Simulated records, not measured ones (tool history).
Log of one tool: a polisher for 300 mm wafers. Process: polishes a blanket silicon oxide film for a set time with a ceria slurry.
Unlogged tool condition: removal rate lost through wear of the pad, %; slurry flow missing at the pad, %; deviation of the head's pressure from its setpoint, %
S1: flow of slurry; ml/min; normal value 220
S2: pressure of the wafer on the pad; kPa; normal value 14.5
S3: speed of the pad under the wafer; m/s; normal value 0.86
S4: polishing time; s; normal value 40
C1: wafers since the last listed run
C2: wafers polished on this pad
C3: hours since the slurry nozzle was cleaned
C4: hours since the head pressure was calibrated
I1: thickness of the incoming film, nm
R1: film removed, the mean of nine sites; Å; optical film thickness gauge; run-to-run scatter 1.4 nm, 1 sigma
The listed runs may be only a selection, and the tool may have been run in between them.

| run | hour | S1 | S2 | S3 | S4 | C1 | C2 | C3 | C4 | I1 | R1 |
|---|---|---|---|---|---|---|---|---|---|---|---|
| 1 | 0.0 | 220 | 14.5 | 0.86 | 32 | 0 | 1603 | 427.7 | 6.4 | 969.2 | 856 |
|  | 23.8 | worn pad replaced by a new one |
| 2 | 120.1 | 220 | 14.5 | 0.86 | 32 | 1420 | 1178 | 547.8 | 126.5 | 982.2 | 835 |
|  | 168.8 | worn pad replaced by a new one, of another model than before |
| 3 | 174.6 | 220 | 14.5 | 0.86 | 32 | 617 | 70 | 602.3 | 181.0 | 991.6 | 963 |
| 4 | 207.8 | 220 | 14.5 | 0.86 | 43 | 406 | 476 | 635.5 | 214.2 | 994.1 | 1173 |
| 5 | 242.2 | 220 | 14.5 | 0.86 | 43 | 420 | 897 | 669.9 | 248.6 | 996.1 | 1157 |
|  | 284.3 | head pressure recalibrated |
| 6 | 294.5 | 220 | 14.5 | 0.86 | 43 | 615 | 1513 | 722.2 | 10.2 | 988.8 | 1137 |
|  | 334.4 | worn pad replaced by a new one |
|  | 340.3 | slurry nozzle cleaned |
| 7 | 449.0 | 220 | 13.1 | 0.86 | 40 | 1828 | 1389 | 108.7 | 164.7 | 992.6 | 962 |
|  | 487.3 | worn pad replaced by a new one |
| 8 | 491.9 | 220 | 17.2 | 1.02 | 40 | 475 | 56 | 151.6 | 207.6 | 995.7 | 1532 |
| 9 | 521.2 | 165 | 14.5 | 0.86 | 40 | 358 | 414 | 180.9 | 236.9 | 991.7 | 1032 |
| 10 | 565.2 | 190 | 10.3 | 0.64 | 40 | 538 | 953 | 224.9 | 280.9 | 973.4 | 643 |
| 11 | 596.4 | 220 | 14.5 | 0.86 | 43 | 381 | 1334 | 256.1 | 312.1 | 1000.1 | 1129 |
| 12 | 623.9 | 155 | 14.5 | 0.74 | 54 | 336 | 1671 | 283.6 | 339.6 | 990.1 | 1119 |
|  | 626.0 | head pressure recalibrated |
|  | 632.5 | worn pad replaced by a new one |
| 13 | 672.9 | 220 | 17.9 | 0.86 | 40 | 525 | 494 | 332.6 | 46.9 | 972.4 | 1309 |
| 14 | 699.0 | 220 | 14.5 | 0.86 | 32 | 319 | 813 | 358.7 | 73.0 | 976.1 | 873 |
| 15 | 757.8 | 245 | 14.5 | 0.86 | 29 | 719 | 1532 | 417.5 | 131.8 | 988.0 | 779 |

Hidden condition of the tool, last listed run before each entry between runs versus first listed run after:
Logged between run 1 and run 2: worn pad replaced by a new one (hour 23.8)
  removal rate lost through wear of the pad, %: 12.3 -> 12.5
  measured less the result without the state, R1: -121 -> -120 Å
Logged between run 2 and run 3: worn pad replaced by a new one, of another model than before (hour 168.8)
  removal rate lost through wear of the pad, %: 12.5 -> 1.78
  measured less the result without the state, R1: -120 -> -17 Å
Logged between run 5 and run 6: head pressure recalibrated (hour 284.3)
  removal rate lost through wear of the pad, %: 10.1 -> 12
  measured less the result without the state, R1: -130 -> -155 Å
Logged between run 6 and run 7: worn pad replaced by a new one (hour 334.4); slurry nozzle cleaned (hour 340.3)
  removal rate lost through wear of the pad, %: 12 -> 13.7
  measured less the result without the state, R1: -155 -> -153 Å
Logged between run 7 and run 8: worn pad replaced by a new one (hour 487.3)
  removal rate lost through wear of the pad, %: 13.7 -> 2.98
  measured less the result without the state, R1: -153 -> -47 Å
Logged between run 12 and run 13: head pressure recalibrated (hour 626.0); worn pad replaced by a new one (hour 632.5)
  removal rate lost through wear of the pad, %: 13.7 -> 8.14
  measured less the result without the state, R1: -177 -> -116 Å

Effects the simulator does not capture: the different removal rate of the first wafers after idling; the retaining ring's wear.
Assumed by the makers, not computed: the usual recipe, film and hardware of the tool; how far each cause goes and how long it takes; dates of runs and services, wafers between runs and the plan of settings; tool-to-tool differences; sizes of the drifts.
